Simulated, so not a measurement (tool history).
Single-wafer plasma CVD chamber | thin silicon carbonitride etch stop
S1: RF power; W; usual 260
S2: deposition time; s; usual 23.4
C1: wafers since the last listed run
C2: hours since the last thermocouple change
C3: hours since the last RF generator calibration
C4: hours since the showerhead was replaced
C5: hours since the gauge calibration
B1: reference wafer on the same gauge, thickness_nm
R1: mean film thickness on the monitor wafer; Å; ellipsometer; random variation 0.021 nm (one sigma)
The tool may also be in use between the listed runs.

run	day	S1	S2	C1	C2	C3	C4	C5	B1	R1
1	0	260	23.4	0	350.2	70.5	3680.5	946.5	17.095	142.49
2	2.8	260	23.4	1721	417.4	137.7	3747.7	1013.7	17.091	142.08
3	4.454	260	23.4	1016	457.1	177.4	3787.4	1053.4	17.108	141.82
4	6.967	260	23.4	1544	517.4	237.7	3847.7	1113.7	17.1	141.72
5	9.592	260	23.4	1613	580.4	300.7	3910.7	1176.7	17.105	141.71
6	13.475	260	23.4	2386	673.6	393.9	4003.9	1269.9	17.105	141.34
7	16.8	260	23.4	2043	753.4	473.7	4083.7	1349.7	17.091	141
8	18.567	225	23.4	1085	795.8	516.1	4126.1	1392.1	17.101	132.12
9	20.662	225	23.4	1288	846.1	566.4	4176.4	1442.4	17.096	132.17
# day 22.471: showerhead replaced
10	24.046	225	23.4	1874	927.3	647.6	37.8	1523.6	17.096	132.01
# day 27.758: gauge calibrated
11	28.029	260	23.4	2448	1022.9	743.2	133.4	6.5	17.105	141.26
12	30.358	260	20.7	1431	1078.8	799.1	189.3	62.4	17.099	124.45
13	32.2	260	23.4	1131	1123	843.3	233.5	106.6	17.106	140.59
14	43.471	260	23.4	6927	1393.5	1113.8	504	377.1	17.109	140.42
15	47.229	285	19	2310	1483.7	1204	594.2	467.3	17.099	118.81
16	50.017	260	28.1	1713	1550.6	1270.9	661.1	534.2	17.098	168.96
17	53.488	225	23.4	2133	1633.9	1354.2	744.4	617.5	17.101	131.37
18	55.354	260	23.4	1147	1678.7	1399	789.2	662.3	17.098	140.43
19	58.708	260	23.4	2061	1759.2	1479.5	869.7	742.8	17.093	140.3
20	61.254	275	20.5	1564	1820.3	1540.6	930.8	803.9	17.109	126.03
# day 61.662: thermocouple changed; heater temperature recalibrated
# day 63.529: RF generator calibrated
21	65.062	235	23.4	1931	81.6	36.8	1022.2	895.3	17.104	136.07
22	67.229	290	25.3	1331	133.6	88.8	1074.2	947.3	17.1	161.37
23	69.096	310	27.2	1147	178.4	133.6	1119	992.1	17.093	177.83
24	72.508	295	23.4	2097	260.3	215.5	1200.9	1074	17.1	149.65
25	76.2	230	23.4	2269	348.9	304.1	1289.5	1162.6	17.106	133.73
26	80.654	260	23.4	2737	455.8	411	1396.4	1269.5	17.093	141.4
27	84.171	310	24.9	2161	540.2	495.4	1480.8	1353.9	17.105	162.41
28	86.079	310	23.4	1172	586	541.2	1526.6	1399.7	17.104	152.01
29	87.583	310	28	924	622.1	577.3	1562.7	1435.8	17.096	182.12
30	89.183	260	23.4	983	660.5	615.7	1601.1	1474.2	17.093	140.67
31	90.704	260	23.4	934	697	652.2	1637.6	1510.7	17.097	140.69
32	93.883	285	27.9	1954	773.3	728.5	1713.9	1587	17.102	174.94
33	97.208	290	25.3	2043	853.1	808.3	1793.7	1666.8	17.101	159.74
34	100.512	275	23.4	2030	932.4	887.6	1873	1746.1	17.105	144.09

5 ways to go on from here, each from the tool as it stands after run 34. What would each give?
A	100.529	220	23.4	10	932.8	888	1873.4	1746.5	?	?
B	100.529	240	23.4	10	932.8	888	1873.4	1746.5	?	?
C	100.529	235	26	10	932.8	888	1873.4	1746.5	?	?
D	100.529	220	19.4	10	932.8	888	1873.4	1746.5	?	?
E	100.529	210	21.6	10	932.8	888	1873.4	1746.5	?	?

run	B1	R1
A	17.096	129.97
B	17.096	135.5
C	17.096	149.08
D	17.096	107.76
E	17.096	117.22
Without the tool's hidden state the same runs would have given:
run	R1
A	131.86
B	137.47
C	151.24
D	109.32
E	118.92

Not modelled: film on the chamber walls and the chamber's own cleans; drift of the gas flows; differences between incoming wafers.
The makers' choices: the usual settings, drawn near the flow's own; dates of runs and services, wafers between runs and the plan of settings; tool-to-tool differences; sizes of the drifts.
